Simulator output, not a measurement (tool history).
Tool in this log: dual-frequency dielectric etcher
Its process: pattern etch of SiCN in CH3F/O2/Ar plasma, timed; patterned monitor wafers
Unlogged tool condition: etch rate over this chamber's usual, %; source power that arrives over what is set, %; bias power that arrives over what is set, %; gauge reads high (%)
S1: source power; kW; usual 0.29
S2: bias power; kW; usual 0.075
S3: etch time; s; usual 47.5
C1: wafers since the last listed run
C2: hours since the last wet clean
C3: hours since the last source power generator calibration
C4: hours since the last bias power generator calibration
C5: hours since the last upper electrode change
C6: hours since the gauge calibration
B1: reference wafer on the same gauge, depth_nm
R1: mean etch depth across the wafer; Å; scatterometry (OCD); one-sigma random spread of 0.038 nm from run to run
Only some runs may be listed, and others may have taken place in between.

run 1 hour=0 | S1=0.29 S2=0.07 S3=47.5 | C1=0 C2=423.7 C3=3667.1 C4=3464.6 C5=2887.7 C6=608.6 | B1=12.8 | R1=150.3
-- hour=17.6 wet clean of the chamber
run 2 hour=25.7 | S1=0.29 S2=0.07 S3=47.5 | C1=123 C2=8.1 C3=3692.8 C4=3490.3 C5=2913.4 C6=634.3 | B1=12.78 | R1=149
run 3 hour=68.6 | S1=0.29 S2=0.07 S3=47.5 | C1=651 C2=51 C3=3735.7 C4=3533.2 C5=2956.3 C6=677.2 | B1=12.79 | R1=148.6
run 4 hour=123.2 | S1=0.29 S2=0.075 S3=47.5 | C1=829 C2=105.6 C3=3790.3 C4=3587.8 C5=3010.9 C6=731.8 | B1=12.78 | R1=154.5
run 5 hour=224.7 | S1=0.29 S2=0.075 S3=47.5 | C1=1542 C2=207.1 C3=3891.8 C4=3689.3 C5=3112.4 C6=833.3 | B1=12.8 | R1=154.7
run 6 hour=265.5 | S1=0.29 S2=0.075 S3=47.5 | C1=619 C2=247.9 C3=3932.6 C4=3730.1 C5=3153.2 C6=874.1 | B1=12.82 | R1=155.1
run 7 hour=315.9 | S1=0.29 S2=0.075 S3=47.5 | C1=765 C2=298.3 C3=3983 C4=3780.5 C5=3203.6 C6=924.5 | B1=12.81 | R1=154.9
run 8 hour=340.6 | S1=0.29 S2=0.075 S3=47.5 | C1=375 C2=323 C3=4007.7 C4=3805.2 C5=3228.3 C6=949.2 | B1=12.81 | R1=154.6
-- hour=385.7 upper electrode replaced
run 9 hour=388.7 | S1=0.29 S2=0.075 S3=42 | C1=366 C2=371.1 C3=4055.8 C4=3853.3 C5=3 C6=997.3 | B1=12.79 | R1=137.7
-- hour=428.7 source power generator calibrated
run 10 hour=436.1 | S1=0.29 S2=0.075 S3=42 | C1=659 C2=418.5 C3=7.4 C4=3900.7 C5=50.4 C6=1044.7 | B1=12.81 | R1=138
run 11 hour=460.9 | S1=0.29 S2=0.075 S3=47.5 | C1=376 C2=443.3 C3=32.2 C4=3925.5 C5=75.2 C6=1069.5 | B1=12.79 | R1=157
run 12 hour=509.7 | S1=0.23 S2=0.075 S3=54 | C1=741 C2=492.1 C3=81 C4=3974.3 C5=124 C6=1118.3 | B1=12.8 | R1=164.1
run 13 hour=567.9 | S1=0.29 S2=0.075 S3=47.5 | C1=884 C2=550.3 C3=139.2 C4=4032.5 C5=182.2 C6=1176.5 | B1=12.8 | R1=157.3
-- hour=600.6 wet clean of the chamber
run 14 hour=616.4 | S1=0.29 S2=0.075 S3=42 | C1=372 C2=15.8 C3=187.7 C4=4081 C5=230.7 C6=1225 | B1=12.79 | R1=134.9

Forecast run 15:
-- hour=635.3 gauge calibrated
run 15 hour=682.5 | S1=0.24 S2=0.09 S3=53 | C1=1004 C2=81.9 C3=253.8 C4=4147.1 C5=296.8 C6=47.2 | B1=? | R1=?

For run 15 the tool returned B1 12.79, R1 173.8 Å.
On a tool with no hidden condition, and with the same random variation, this run would have come out at R1 172.9 Å.
